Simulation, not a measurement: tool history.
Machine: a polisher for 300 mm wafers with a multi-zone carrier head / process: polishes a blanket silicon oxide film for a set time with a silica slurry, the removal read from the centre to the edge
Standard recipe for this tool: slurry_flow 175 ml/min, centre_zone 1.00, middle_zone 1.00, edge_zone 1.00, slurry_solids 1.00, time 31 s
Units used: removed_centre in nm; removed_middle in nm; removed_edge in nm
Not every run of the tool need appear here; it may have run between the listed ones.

run   hour  slurry_flow  centre_zone  middle_zone  edge_zone  slurry_solids  time  incoming thickness of the incoming film, nm  removed_centre  removed_middle  removed_edge
  1    0.0          175         1.00         1.00       1.00           1.00    31                                        855.5           110.1           109.4         111.2
  2   30.8          175         1.00         0.95       1.00           1.00    31                                        851.3           107.1           105.6         111.2
  3   53.8          175         1.00         1.04       1.00           1.00    31                                        832.2           106.2           108.9         110.0
      62.1  -- slurry nozzle cleaned
      63.2  -- worn pad replaced by a new one
      74.5  -- carrier head's membrane replaced by a new one
  4   78.4          175         1.00         1.04       1.00           1.00    31                                        843.3           102.4           102.7         107.6
      94.9  -- edge zone pressure recalibrated
  5   95.8          175         1.00         1.00       1.00           1.00    31                                        836.1           102.3           102.8         108.4
  6  112.7          175         1.00         1.00       1.00           1.00    31                                        831.5           102.3           101.5         106.6
  7  137.1          175         1.00         1.00       1.00           1.00    31                                        833.9           101.2           100.7         105.6
  8  155.4          175         1.00         1.00       1.00           1.00    31                                        840.0            98.2           102.8         105.6
  9  178.0          135         1.10         1.00       1.00           1.30    31                                        838.8           112.3           102.5         110.9
     187.6  -- slurry nozzle cleaned, repeated, since the last time left the tool worse
     197.5  -- worn pad replaced by a new one
 10  198.2          230         0.94         1.00       1.10           1.00    31                                        847.7           108.0           114.0         120.8
 11  227.1          175         1.09         1.00       1.00           1.00    31                                        843.5           123.1           110.4         115.0
 12  245.7          210         0.93         1.00       0.89           1.00    22                                        829.1            74.2            78.8          77.0
 13  278.3          175         1.00         1.08       1.04           1.00    21                                        845.3            74.9            77.4          77.8
 14  307.3          175         0.89         1.00       1.00           1.00    31                                        843.8            99.3           110.3         112.2
 15  335.9          210         1.05         1.00       0.91           1.00    23                                        851.7            88.6            84.9          82.5
     363.6  -- worn pad replaced by a new one
 16  368.5          120         1.00         1.00       1.00           1.00    39                                        851.0           130.2           130.7         136.9
     383.7  -- centre zone pressure recalibrated
 17  391.5          175         1.00         1.00       1.07           1.00    41                                        844.6           143.9           146.2         153.0
 18  409.0          175         1.00         1.00       1.00           1.00    31                                        849.5           109.8           108.8         111.6
 19  424.1          175         1.10         1.00       1.00           1.00    36                                        858.9           138.7           127.7         129.7
 20  437.8          225         1.10         0.95       1.00           1.00    35                                        830.6           138.4           122.1         128.9
 21  469.8          175         1.00         1.00       0.90           1.00    31                                        832.7           108.4           107.2         104.2
     510.2  -- slurry nozzle cleaned
     510.7  -- worn pad replaced by a new one
 22  552.9          175         1.00         1.00       1.00           1.00    31                                        825.5           111.1           111.1         112.9

3 ways to go on from here, each from the tool as it stands after run 22. What would each give?
  A  553.3          175         1.00         0.96       1.00           1.00    31                                        840.2               ?               ?             ?
  B  553.3          175         1.00         1.10       1.00           1.15    31                                        840.2               ?               ?             ?
  C  553.3          200         1.00         1.00       1.00           1.00    31                                        840.2               ?               ?             ?

run  removed_centre  removed_middle  removed_edge
  A           112.1           108.9         113.4
  B           116.3           120.3         117.5
  C           114.1           112.7         114.7
Had the tool no hidden state, the same runs would have come out as:
run  removed_centre  removed_middle  removed_edge
  A           112.6           109.3         113.8
  B           116.8           120.8         117.8
  C           114.5           113.1         115.0

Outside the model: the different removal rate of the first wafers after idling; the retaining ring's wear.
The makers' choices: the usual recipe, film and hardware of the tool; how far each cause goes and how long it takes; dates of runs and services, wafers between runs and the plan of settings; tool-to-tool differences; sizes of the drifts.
